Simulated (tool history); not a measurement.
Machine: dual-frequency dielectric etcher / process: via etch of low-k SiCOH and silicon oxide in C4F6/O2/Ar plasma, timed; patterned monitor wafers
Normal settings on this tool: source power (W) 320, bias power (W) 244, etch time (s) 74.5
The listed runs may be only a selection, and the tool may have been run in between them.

run	hour	source power (W)	bias power (W)	etch time (s)	wafers since the last listed run	hours since the last wet clean	hours since the last source power generator calibration	hours since the last bias power generator calibration	hours since the last upper electrode change	hours since the gauge calibration	read-back reference wafer on the same gauge, depth_nm	mean etch depth across the wafer (angstrom)
1	0	320	244	74.5	0	274	2489	1836	3035.5	364	214	2377
2	30.2	320	244	74.5	262	304.2	2519.2	1866.2	3065.7	394.2	214.1	2389
3	64.9	320	244	74.5	301	338.9	2553.9	1900.9	3100.4	428.9	214	2392
4	110.9	320	244	74.5	400	384.9	2599.9	1946.9	3146.4	474.9	214	2393
5	173.9	320	244	74.5	548	447.9	2662.9	2009.9	3209.4	537.9	213.9	2395
# hour 215.6: wet clean of the chamber
6	237.8	320	244	74.5	347	22.2	2726.8	2073.8	3273.3	601.8	213.9	2371
7	299.4	320	244	74.5	536	83.8	2788.4	2135.4	3334.9	663.4	214.1	2375
8	362.6	270	244	67	549	147	2851.6	2198.6	3398.1	726.6	214	1995
9	410.6	270	244	67	417	195	2899.6	2246.6	3446.1	774.6	214.1	2004
10	477.6	320	205	74.5	583	262	2966.6	2313.6	3513.1	841.6	214.1	2240
11	525.6	320	205	74.5	417	310	3014.6	2361.6	3561.1	889.6	214	2247
12	585.1	320	205	74.5	517	369.5	3074.1	2421.1	3620.6	949.1	213.9	2254
13	654.5	320	244	74.5	603	438.9	3143.5	2490.5	3690	1018.5	214	2401
14	680.7	320	244	74.5	227	465.1	3169.7	2516.7	3716.2	1044.7	213.9	2397
# hour 744.5: wet clean of the chamber
15	745	370	227	53.5	350	0.5	3234	2581	3780.5	1109	214	1758
# hour 772.1: upper electrode replaced
16	780.4	340	263	84.5	99	35.9	3269.4	2616.4	8.3	1144.4	214	2832
17	849.9	320	244	74.5	604	105.4	3338.9	2685.9	77.8	1213.9	214.1	2371
18	920.3	320	244	74.5	612	175.8	3409.3	2756.3	148.2	1284.3	213.9	2380
19	962.2	260	221	74.5	364	217.7	3451.2	2798.2	190.1	1326.2	214.1	2117
# hour 974.9: gauge calibrated
# hour 1000.9: bias power generator calibrated
20	1009.2	340	244	74.5	374	264.7	3498.2	8.3	237.1	34.3	213.8	2401
21	1067	240	244	88.5	502	322.5	3556	66.1	294.9	92.1	213.9	2486

Run 22 comes next. What will it give?
# hour 1087: source power generator calibrated
22	1117.5	320	244	74.5	404	373	30.5	116.6	345.4	142.6	?	?

read-back reference wafer on the same gauge, depth_nm: 214
mean etch depth across the wafer (angstrom): 2363
The same run, on a tool lacking any hidden state, would have yielded mean etch depth across the wafer (angstrom) 2338.

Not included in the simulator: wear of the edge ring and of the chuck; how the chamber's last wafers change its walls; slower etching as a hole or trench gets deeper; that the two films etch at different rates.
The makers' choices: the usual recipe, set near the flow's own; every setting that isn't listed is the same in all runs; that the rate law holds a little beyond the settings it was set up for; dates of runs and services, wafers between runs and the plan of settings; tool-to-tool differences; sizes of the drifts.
